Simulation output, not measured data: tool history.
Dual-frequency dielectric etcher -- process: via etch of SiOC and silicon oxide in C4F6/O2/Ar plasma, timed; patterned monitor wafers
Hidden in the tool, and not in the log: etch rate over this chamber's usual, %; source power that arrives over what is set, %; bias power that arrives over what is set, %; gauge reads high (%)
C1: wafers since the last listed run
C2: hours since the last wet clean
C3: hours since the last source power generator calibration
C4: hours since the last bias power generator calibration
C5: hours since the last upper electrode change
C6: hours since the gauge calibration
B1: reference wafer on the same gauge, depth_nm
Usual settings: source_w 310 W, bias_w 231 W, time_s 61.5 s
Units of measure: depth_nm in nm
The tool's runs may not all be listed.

{"run": 1, "hour": 0.0, "source_w": 310, "bias_w": 231, "time_s": 61.5, "C1": 0, "C2": 305.5, "C3": 1712.6, "C4": 2575.6, "C5": 3782.4, "C6": 1007.9, "B1": 62.9, "depth_nm": 70.5}
{"run": 2, "hour": 30.6, "source_w": 310, "bias_w": 231, "time_s": 61.5, "C1": 510, "C2": 336.1, "C3": 1743.2, "C4": 2606.2, "C5": 3813.0, "C6": 1038.5, "B1": 62.8, "depth_nm": 70.3}
{"hour": 32.0, "done": "gauge calibrated"}
{"run": 3, "hour": 47.3, "source_w": 310, "bias_w": 231, "time_s": 61.5, "C1": 278, "C2": 352.8, "C3": 1759.9, "C4": 2622.9, "C5": 3829.7, "C6": 15.3, "B1": 62.7, "depth_nm": 71.1}
{"hour": 75.2, "done": "upper electrode replaced"}
{"run": 4, "hour": 81.7, "source_w": 310, "bias_w": 231, "time_s": 61.5, "C1": 173, "C2": 387.2, "C3": 1794.3, "C4": 2657.3, "C5": 6.5, "C6": 49.7, "B1": 63.0, "depth_nm": 70.9}
{"run": 5, "hour": 102.3, "source_w": 310, "bias_w": 231, "time_s": 61.5, "C1": 343, "C2": 407.8, "C3": 1814.9, "C4": 2677.9, "C5": 27.1, "C6": 70.3, "B1": 62.9, "depth_nm": 70.7}
{"run": 6, "hour": 123.3, "source_w": 310, "bias_w": 231, "time_s": 61.5, "C1": 350, "C2": 428.8, "C3": 1835.9, "C4": 2698.9, "C5": 48.1, "C6": 91.3, "B1": 62.8, "depth_nm": 71.5}
{"run": 7, "hour": 155.7, "source_w": 310, "bias_w": 250, "time_s": 61.5, "C1": 540, "C2": 461.2, "C3": 1868.3, "C4": 2731.3, "C5": 80.5, "C6": 123.7, "B1": 62.9, "depth_nm": 72.5}
{"run": 8, "hour": 190.9, "source_w": 310, "bias_w": 231, "time_s": 74.0, "C1": 587, "C2": 496.4, "C3": 1903.5, "C4": 2766.5, "C5": 115.7, "C6": 158.9, "B1": 63.0, "depth_nm": 86.3}
{"run": 9, "hour": 211.0, "source_w": 310, "bias_w": 231, "time_s": 61.5, "C1": 335, "C2": 516.5, "C3": 1923.6, "C4": 2786.6, "C5": 135.8, "C6": 179.0, "B1": 62.9, "depth_nm": 71.4}
{"hour": 227.2, "done": "source power generator calibrated"}
{"hour": 249.1, "done": "wet clean of the chamber"}
{"run": 10, "hour": 249.6, "source_w": 310, "bias_w": 190, "time_s": 76.5, "C1": 210, "C2": 0.5, "C3": 22.4, "C4": 2825.2, "C5": 174.4, "C6": 217.6, "B1": 62.8, "depth_nm": 81.4}
{"run": 11, "hour": 250.0, "source_w": 380, "bias_w": 182, "time_s": 45.5, "C1": 6, "C2": 0.9, "C3": 22.8, "C4": 2825.6, "C5": 174.8, "C6": 218.0, "B1": 62.7, "depth_nm": 51.2}
{"run": 12, "hour": 270.6, "source_w": 310, "bias_w": 263, "time_s": 67.5, "C1": 343, "C2": 21.5, "C3": 43.4, "C4": 2846.2, "C5": 195.4, "C6": 238.6, "B1": 62.8, "depth_nm": 78.7}
{"run": 13, "hour": 287.1, "source_w": 310, "bias_w": 231, "time_s": 61.5, "C1": 275, "C2": 38.0, "C3": 59.9, "C4": 2862.7, "C5": 211.9, "C6": 255.1, "B1": 62.9, "depth_nm": 68.1}
{"run": 14, "hour": 309.9, "source_w": 260, "bias_w": 231, "time_s": 49.5, "C1": 380, "C2": 60.8, "C3": 82.7, "C4": 2885.5, "C5": 234.7, "C6": 277.9, "B1": 62.7, "depth_nm": 53.1}
{"run": 15, "hour": 322.9, "source_w": 280, "bias_w": 247, "time_s": 77.5, "C1": 216, "C2": 73.8, "C3": 95.7, "C4": 2898.5, "C5": 247.7, "C6": 290.9, "B1": 62.8, "depth_nm": 86.2}
{"run": 16, "hour": 337.3, "source_w": 350, "bias_w": 231, "time_s": 61.5, "C1": 240, "C2": 88.2, "C3": 110.1, "C4": 2912.9, "C5": 262.1, "C6": 305.3, "B1": 63.0, "depth_nm": 72.0}
{"run": 17, "hour": 355.6, "source_w": 380, "bias_w": 179, "time_s": 73.0, "C1": 305, "C2": 106.5, "C3": 128.4, "C4": 2931.2, "C5": 280.4, "C6": 323.6, "B1": 62.9, "depth_nm": 83.3}
{"run": 18, "hour": 371.2, "source_w": 350, "bias_w": 286, "time_s": 52.0, "C1": 260, "C2": 122.1, "C3": 144.0, "C4": 2946.8, "C5": 296.0, "C6": 339.2, "B1": 62.8, "depth_nm": 65.1}
{"run": 19, "hour": 387.3, "source_w": 260, "bias_w": 231, "time_s": 49.5, "C1": 268, "C2": 138.2, "C3": 160.1, "C4": 2962.9, "C5": 312.1, "C6": 355.3, "B1": 63.0, "depth_nm": 52.4}
{"hour": 408.1, "done": "bias power generator calibrated"}
{"run": 20, "hour": 408.6, "source_w": 380, "bias_w": 182, "time_s": 45.5, "C1": 288, "C2": 159.5, "C3": 181.4, "C4": 0.5, "C5": 333.4, "C6": 376.6, "B1": 62.8, "depth_nm": 52.3}
{"run": 21, "hour": 429.9, "source_w": 340, "bias_w": 275, "time_s": 73.0, "C1": 355, "C2": 180.8, "C3": 202.7, "C4": 21.8, "C5": 354.7, "C6": 397.9, "B1": 63.0, "depth_nm": 90.2}

What does the tool deliver on the next run?
{"run": 22, "hour": 458.9, "source_w": 310, "bias_w": 275, "time_s": 51.5, "C1": 483, "C2": 209.8, "C3": 231.7, "C4": 50.8, "C5": 383.7, "C6": 426.9, "B1": "?", "depth_nm": "?"}

B1: 62.9
depth_nm: 61.2 nm
Were there no unlogged condition in the tool, this run, its random variation unchanged, would have produced depth_nm 60.0 nm.

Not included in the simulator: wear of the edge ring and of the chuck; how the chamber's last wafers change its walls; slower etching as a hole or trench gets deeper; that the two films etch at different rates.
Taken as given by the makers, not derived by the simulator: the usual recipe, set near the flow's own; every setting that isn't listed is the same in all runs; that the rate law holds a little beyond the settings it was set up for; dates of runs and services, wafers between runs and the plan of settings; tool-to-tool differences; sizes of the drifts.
